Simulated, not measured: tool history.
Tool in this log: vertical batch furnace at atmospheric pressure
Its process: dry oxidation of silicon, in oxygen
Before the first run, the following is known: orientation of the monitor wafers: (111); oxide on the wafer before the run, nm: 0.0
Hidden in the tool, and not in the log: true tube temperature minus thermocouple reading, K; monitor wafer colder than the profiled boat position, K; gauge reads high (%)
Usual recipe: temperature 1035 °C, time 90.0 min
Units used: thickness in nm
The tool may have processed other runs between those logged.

run,hour,temperature,time,wafers since the last listed run,hours since the last temperature calibration,hours since the boat lift was adjusted,hours since the gauge calibration,"read-back reference wafer on the same gauge, thickness",thickness
1,0.0,1035,90.0,0,4581.0,1192.0,76.7,107.97,110.82
2,21.7,1035,122.5,226,4602.7,1213.7,98.4,107.94,134.09
3,35.7,1035,90.0,146,4616.7,1227.7,112.4,108.00,110.87
4,49.6,1035,90.0,145,4630.6,1241.6,126.3,107.99,110.79
5,68.0,1035,90.0,192,4649.0,1260.0,144.7,107.97,110.72
6,83.9,1035,90.0,166,4664.9,1275.9,160.6,107.99,110.52
7,92.3,1035,90.0,87,4673.3,1284.3,169.0,108.03,110.88
8,115.9,1035,90.0,246,4696.9,1307.9,192.6,108.01,110.42
9,127.6,1035,90.0,122,4708.6,1319.6,204.3,108.02,110.84
10,143.2,1035,90.0,163,4724.2,1335.2,219.9,107.97,110.98
11,163.4,1035,90.0,211,4744.4,1355.4,240.1,108.02,110.43
12,176.7,1035,90.0,139,4757.7,1368.7,253.4,107.97,110.31
13,227.8,1035,101.5,534,4808.8,1419.8,304.5,107.97,119.16
14,249.1,1028,90.0,222,4830.1,1441.1,325.8,108.05,105.58
15,259.3,1035,113.5,106,4840.3,1451.3,336.0,108.00,127.49
# hour 272.0: gauge calibrated
16,277.6,1051,114.0,191,4858.6,1469.6,5.6,108.00,140.04
17,292.8,1035,90.0,158,4873.8,1484.8,20.8,108.05,110.41
18,300.7,1021,90.0,82,4881.7,1492.7,28.7,107.97,100.75
# hour 328.9: thermocouples replaced and temperature profile calibrated
19,333.0,1035,90.0,86,4.1,1525.0,61.0,107.95,110.19
20,349.4,1017,60.0,171,20.5,1541.4,77.4,107.94,75.38
# hour 387.8: boat lift adjusted
21,388.3,1042,77.5,155,59.4,0.5,116.3,107.99,106.55
22,393.5,1051,121.0,54,64.6,5.7,121.5,107.94,147.94
23,398.6,1035,90.0,53,69.7,10.8,126.6,108.00,112.12
24,404.5,1058,90.0,61,75.6,16.7,132.5,108.00,128.31
25,416.7,1028,117.5,127,87.8,28.9,144.7,108.02,127.28
26,438.2,1045,68.0,224,109.3,50.4,166.2,107.98,99.84
27,470.7,1024,134.0,339,141.8,82.9,198.7,108.00,134.71
28,487.2,1014,122.5,172,158.3,99.4,215.2,107.99,119.59
29,502.9,1026,76.0,164,174.0,115.1,230.9,107.98,95.35

Below are 3 alternative next runs, each starting from the tool's condition after run 29. Predict each:
A,508.1,1035,90.0,54,179.2,120.3,236.1,?,?
B,508.1,1035,50.5,54,179.2,120.3,236.1,?,?
C,508.1,1054,61.5,54,179.2,120.3,236.1,?,?

run,"read-back reference wafer on the same gauge, thickness",thickness
A,107.97,112.69
B,107.97,78.00
C,107.97,98.99
Had the tool no hidden state, the same runs would have come out as:
run,thickness
A,112.73
B,78.02
C,99.02
